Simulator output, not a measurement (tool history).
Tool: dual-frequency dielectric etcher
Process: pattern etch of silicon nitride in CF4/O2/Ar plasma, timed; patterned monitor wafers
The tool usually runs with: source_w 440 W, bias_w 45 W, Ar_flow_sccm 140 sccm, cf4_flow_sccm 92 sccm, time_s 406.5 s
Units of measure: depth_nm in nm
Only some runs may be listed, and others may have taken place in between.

run	hour	source_w	bias_w	Ar_flow_sccm	cf4_flow_sccm	time_s	read-back reference wafer on the same gauge, depth_nm	depth_nm
1	0.0	440	45	140	92	406.5	651.8	647.9
# hour 31.4: Ar flow controller replaced
2	31.9	440	45	140	92	406.5	652.3	646.0
# hour 45.8: CF4 flow controller replaced
# hour 53.0: bias power generator calibrated
3	53.5	400	35	140	103	485.5	652.0	621.5
4	66.2	440	55	140	92	406.5	652.0	711.4
# hour 111.6: wet clean of the chamber
# hour 121.0: upper electrode replaced
5	121.5	440	42	169	92	335.0	652.4	509.3
6	129.8	440	45	140	92	406.5	651.4	658.2
7	144.0	510	49	140	92	406.5	651.8	802.1
8	157.9	520	45	140	69	406.5	651.4	754.9
9	193.7	400	45	109	112	510.5	651.3	797.7
# hour 211.5: source power generator calibrated
10	212.0	440	45	140	92	406.5	651.9	655.0
11	245.3	470	45	140	92	463.5	652.1	799.1
12	280.8	440	45	140	92	406.5	651.8	655.4
# hour 294.1: gauge calibrated
13	297.5	510	45	140	92	406.5	651.2	761.3
14	320.8	470	45	140	92	463.5	651.8	799.6
15	343.8	440	45	171	92	406.5	651.4	630.8
16	372.9	440	55	140	92	406.5	651.4	726.8
17	393.6	400	37	140	92	310.5	652.0	408.2
18	411.8	440	45	140	92	406.5	651.7	651.6
19	437.0	350	49	140	92	406.5	652.5	531.7
20	461.0	350	50	173	92	310.0	651.8	394.9
21	536.0	440	45	140	80	406.5	652.1	639.5

Consider 4 possible next runs. They are alternatives, not a sequence: every one starts from the tool as it was left by run 21. What does each give?
A	536.5	440	45	140	92	406.5	?	?
B	536.5	440	45	140	92	511.0	?	?
C	536.5	340	45	140	92	308.5	?	?
D	536.5	440	50	140	92	406.5	?	?

run	read-back reference wafer on the same gauge, depth_nm	depth_nm
A	651.8	649.0
B	651.8	815.8
C	651.8	373.1
D	651.8	684.2
With the hidden condition removed and each run's random variation left untouched, the same runs would have given:
run	depth_nm
A	656.5
B	825.3
C	377.4
D	692.1
